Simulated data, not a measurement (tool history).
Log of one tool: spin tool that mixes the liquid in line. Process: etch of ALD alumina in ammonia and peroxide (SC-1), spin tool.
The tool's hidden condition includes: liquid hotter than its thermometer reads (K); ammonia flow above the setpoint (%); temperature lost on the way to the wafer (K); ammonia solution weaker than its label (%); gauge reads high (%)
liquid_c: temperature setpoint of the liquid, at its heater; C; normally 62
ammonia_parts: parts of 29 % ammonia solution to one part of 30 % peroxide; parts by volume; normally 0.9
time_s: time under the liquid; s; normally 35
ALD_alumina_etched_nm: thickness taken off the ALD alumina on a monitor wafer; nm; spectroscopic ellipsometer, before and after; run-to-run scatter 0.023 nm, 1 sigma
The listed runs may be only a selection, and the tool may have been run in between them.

run	hour	liquid_c	ammonia_parts	time_s	wafers since the last listed run	hours since the thermometer was replaced	hours since the ammonia flow meter was replaced	hours since the heated supply line was repaired	hours since the drum of ammonia solution was connected	hours since the gauge calibration	read-back film thickness of the ALD alumina reference wafer, read on the same gauge (nm)	ALD_alumina_etched_nm
1	0	62	0.9	25	0	393.5	1663.5	670.1	279.6	405.3	49.97	2.913
2	67.6	62	0.9	25	820	461.1	1731.1	737.7	347.2	472.9	50.018	2.904
3	94.5	62	0.9	35	326	488	1758	764.6	374.1	499.8	50.004	4.057
4	131	62	0.9	35	442	524.5	1794.5	801.1	410.6	536.3	49.999	4.12
5	171	62	0.9	35	485	564.5	1834.5	841.1	450.6	576.3	49.97	4.114
6	219.2	62	0.9	35	584	612.7	1882.7	889.3	498.8	624.5	50.025	4.105
7	431.5	62	0.9	35	2576	825	2095	1101.6	711.1	836.8	49.978	4.139
8	498.7	62	0.9	50	815	892.2	2162.2	1168.8	778.3	904	50.026	5.934
# hour 524.2: thermometer replaced
9	549.9	62	0.9	50	609	25.7	2213.4	1220	829.5	955.2	50.005	5.607
10	582.9	62	0.9	50	400	58.7	2246.4	1253	862.5	988.2	50.005	5.715
# hour 611.3: new drum of ammonia solution connected
11	648.8	62	0.9	35	787	124.6	2312.3	1318.9	37.5	1054.1	49.946	3.963
12	710.9	62	0.9	20	753	186.7	2374.4	1381	99.6	1116.2	50.052	2.273
# hour 815.9: gauge calibrated
13	839.9	62	1.15	55	1565	315.7	2503.4	1510	228.6	24	49.978	6.366
14	875.8	62	1.2	35	435	351.6	2539.3	1545.9	264.5	59.9	50.007	4.074
15	915.8	69.5	1.15	50	485	391.6	2579.3	1585.9	304.5	99.9	49.993	8.418
# hour 945.1: ammonia flow meter replaced
# hour 965: heated supply line repaired
16	975.3	62	0.9	35	697	451.1	30.2	10.3	364	159.4	49.958	4.179
17	1045.1	62	0.9	35	847	520.9	100	80.1	433.8	229.2	49.986	4.187
18	1085.8	62	0.9	35	493	561.6	140.7	120.8	474.5	269.9	50.03	4.24
19	1124.3	62	1.2	25	467	600.1	179.2	159.3	513	308.4	49.985	3.089
20	1177.3	62	0.75	40	643	653.1	232.2	212.3	566	361.4	50.019	4.747
21	1214.9	66.5	0.65	20	456	690.7	269.8	249.9	603.6	399	50.059	2.881
22	1239.4	58.5	0.45	40	297	715.2	294.3	274.4	628.1	423.5	50.011	3.779

Run 23 comes next. What will it give?
23	1270.8	62	0.9	35	381	746.6	325.7	305.8	659.5	454.9	?	?

{"run 23": {"read-back film thickness of the ALD alumina reference wafer, read on the same gauge (nm)": 49.968, "ALD_alumina_etched_nm": 4.239}}
On a tool with no hidden condition, and with the same random variation, this run would have come out at ALD_alumina_etched_nm 4.143 nm.

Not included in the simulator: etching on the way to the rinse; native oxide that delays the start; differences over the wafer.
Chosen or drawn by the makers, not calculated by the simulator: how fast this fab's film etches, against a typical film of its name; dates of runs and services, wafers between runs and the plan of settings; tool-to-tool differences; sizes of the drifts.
